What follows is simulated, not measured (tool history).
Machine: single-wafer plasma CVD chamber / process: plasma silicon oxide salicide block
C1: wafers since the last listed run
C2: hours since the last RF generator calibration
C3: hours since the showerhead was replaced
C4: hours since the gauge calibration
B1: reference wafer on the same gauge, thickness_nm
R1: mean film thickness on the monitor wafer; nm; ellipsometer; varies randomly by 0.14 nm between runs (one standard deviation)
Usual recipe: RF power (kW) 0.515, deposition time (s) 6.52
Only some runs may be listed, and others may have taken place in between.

Run 1, hour 0.0: usual settings; C1 0; C2 843.8; C3 5465.1; C4 256.1; B1 53.546. Result: R1 65.155 nm.
Run 2, hour 13.7: usual settings; C1 327; C2 857.5; C3 5478.8; C4 269.8; B1 53.511. Result: R1 64.989 nm.
Run 3, hour 39.8: usual settings; C1 623; C2 883.6; C3 5504.9; C4 295.9; B1 53.496. Result: R1 64.974 nm.
Run 4, hour 62.6: usual settings; C1 544; C2 906.4; C3 5527.7; C4 318.7; B1 53.507. Result: R1 65.162 nm.
Run 5, hour 80.8: usual settings; C1 434; C2 924.6; C3 5545.9; C4 336.9; B1 53.501. Result: R1 65.055 nm.
Run 6, hour 115.1: usual settings; C1 819; C2 958.9; C3 5580.2; C4 371.2; B1 53.518. Result: R1 64.876 nm.
Run 7, hour 140.7: usual settings; C1 611; C2 984.5; C3 5605.8; C4 396.8; B1 53.480. Result: R1 64.762 nm.
At hour 158.5: RF generator calibrated.
Run 8, hour 162.9: usual settings; C1 339; C2 4.4; C3 5628.0; C4 419.0; B1 53.508. Result: R1 66.311 nm.
At hour 166.5: gauge calibrated.
Run 9, hour 177.3: usual settings; C1 343; C2 18.8; C3 5642.4; C4 10.8; B1 53.484. Result: R1 66.469 nm.
Run 10, hour 205.1: usual settings but RF power (kW) 0.590, deposition time (s) 7.74; C1 663; C2 46.6; C3 5670.2; C4 38.6; B1 53.491. Result: R1 82.247 nm.
At hour 235.6: showerhead replaced, of another model than before.
Run 11, hour 236.1: usual settings but RF power (kW) 0.480; C1 549; C2 77.6; C3 0.5; C4 69.6; B1 53.465. Result: R1 65.217 nm.
Run 12, hour 250.2: usual settings but RF power (kW) 0.555; C1 336; C2 91.7; C3 14.6; C4 83.7; B1 53.462. Result: R1 67.643 nm.
Run 13, hour 268.4: usual settings but RF power (kW) 0.575, deposition time (s) 5.80; C1 434; C2 109.9; C3 32.8; C4 101.9; B1 53.482. Result: R1 60.804 nm.
Run 14, hour 281.5: usual settings but RF power (kW) 0.545, deposition time (s) 7.52; C1 312; C2 123.0; C3 45.9; C4 115.0; B1 53.470. Result: R1 77.476 nm.
Run 15, hour 298.5: usual settings but RF power (kW) 0.595; C1 406; C2 140.0; C3 62.9; C4 132.0; B1 53.513. Result: R1 68.590 nm.
Run 16, hour 331.5: usual settings but RF power (kW) 0.440, deposition time (s) 7.43; C1 788; C2 173.0; C3 95.9; C4 165.0; B1 53.522. Result: R1 72.657 nm.

What will run 17 give?
Run 17, hour 356.2: usual settings; C1 589; C2 197.7; C3 120.6; C4 189.7; B1 ?. Result: R1 ?.

B1: 53.489
R1: 66.497 nm
On a tool with no hidden condition, and with the same random variation, this run would have come out at R1 66.752 nm.

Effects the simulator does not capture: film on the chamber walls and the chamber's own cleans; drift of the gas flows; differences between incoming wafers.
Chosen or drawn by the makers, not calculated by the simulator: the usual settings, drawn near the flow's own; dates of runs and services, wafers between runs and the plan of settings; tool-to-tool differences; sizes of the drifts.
